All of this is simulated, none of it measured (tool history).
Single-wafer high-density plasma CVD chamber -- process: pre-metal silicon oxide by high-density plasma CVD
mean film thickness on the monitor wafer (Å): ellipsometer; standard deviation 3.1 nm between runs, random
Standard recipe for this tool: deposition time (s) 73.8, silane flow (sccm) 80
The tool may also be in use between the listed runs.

run,day,deposition time (s),silane flow (sccm),wafers since the last listed run,hours since the silane flow controller was replaced,hours since the gauge calibration,"read-back reference wafer on the same gauge, thickness_nm",mean film thickness on the monitor wafer (Å)
1,0,73.8,86,0,789.1,1756.5,644.043,6031.42
2,1.058,73.8,80,267,814.5,1781.9,643.852,5654.95
3,2.304,81.5,80,314,844.4,1811.8,645.033,6204.33
4,5.258,81.5,80,746,915.3,1882.7,645.043,6219.23
5,7.812,73.8,91,645,976.6,1944,644.748,6325.07
6,10.088,73.8,91,574,1031.2,1998.6,644.278,6399.02
7,14.129,73.8,80,1020,1128.2,2095.6,643.257,5489
8,16.175,73.8,75,516,1177.3,2144.7,644.103,5160.87
9,18.917,73.8,92,692,1243.1,2210.5,643.202,6299.68
10,20.654,73.8,92,438,1284.8,2252.2,644.383,6312.69
11,22.692,73.8,92,514,1333.7,2301.1,643.627,6355.96
12,24.383,73.8,80,427,1374.3,2341.7,643.566,5481.81
13,25.717,73.8,80,336,1406.3,2373.7,643.784,5453.24
14,27.983,73.8,80,572,1460.7,2428.1,644.118,5428.08
15,29.467,73.8,80,374,1496.3,2463.7,642.385,5378.43
16,30.504,73.8,80,262,1521.2,2488.6,644.966,5411.12
# day 32.262: gauge calibrated
17,32.458,73.8,80,493,1568.1,4.7,642.684,5445.06
# day 33.238: silane flow controller replaced
18,33.742,73.8,80,239,12.1,35.5,643.775,5629.56
19,34.812,79.9,80,270,37.8,61.2,643.639,6209.28
20,37.017,79.9,80,556,90.7,114.1,643.269,6154.89
21,39.733,73.8,80,686,155.9,179.3,644.024,5660.69
22,42.504,73.8,80,699,222.4,245.8,644.339,5682.62
23,46.383,73.8,85,979,315.5,338.9,644.503,6009.6
24,49.421,60.4,80,767,388.4,411.8,644.275,4601.43
25,52.2,65.4,80,702,455.1,478.5,643.073,5059.03
26,53.446,59.5,66,314,485,508.4,644.386,3775.63
27,55.408,82.1,89,495,532.1,555.5,643.179,7001.12
28,57.683,73.8,80,574,586.7,610.1,644.701,5646.99
29,60.329,68.9,75,668,650.2,673.6,644.5,4928.88
30,63.288,65.6,76,747,721.2,744.6,644.442,4724.52
31,65.492,80.6,65,556,774.1,797.5,643.529,4928.63
32,67.038,73.8,80,390,811.2,834.6,644.7,5630.41
33,68.212,69,65,296,839.4,862.8,644.145,4228.72
34,69.871,86,80,418,879.2,902.6,644.489,6466.92
35,71.225,73.8,80,342,911.7,935.1,644.935,5609.27
36,73.15,83.8,73,486,957.9,981.3,643.807,5850.41
37,74.538,84.4,90,350,991.2,1014.6,644.152,7158.44
38,77.504,69,80,749,1062.4,1085.8,643.287,5256.36
39,79.379,88,80,473,1107.4,1130.8,643.852,6599.08
40,81.388,68.4,70,507,1155.6,1179,643.827,4517.69
41,84.025,87.2,73,666,1218.9,1242.3,643.878,5872.99

Predict each of these 4 candidate next runs independently; none follows another, all start after run 41:
A,84.042,69.5,80,4,1219.3,1242.7,?,?
B,84.042,73.8,68,4,1219.3,1242.7,?,?
C,84.042,78.7,90,4,1219.3,1242.7,?,?
D,84.042,85.1,80,4,1219.3,1242.7,?,?

run,"read-back reference wafer on the same gauge, thickness_nm",mean film thickness on the monitor wafer (Å)
A,642.819,5220.97
B,642.819,4712.4
C,642.819,6651.11
D,642.819,6392.88
Without the tool's unlogged condition, the same runs would have read:
run,mean film thickness on the monitor wafer (Å)
A,5378.68
B,4854.74
C,6852.01
D,6585.98

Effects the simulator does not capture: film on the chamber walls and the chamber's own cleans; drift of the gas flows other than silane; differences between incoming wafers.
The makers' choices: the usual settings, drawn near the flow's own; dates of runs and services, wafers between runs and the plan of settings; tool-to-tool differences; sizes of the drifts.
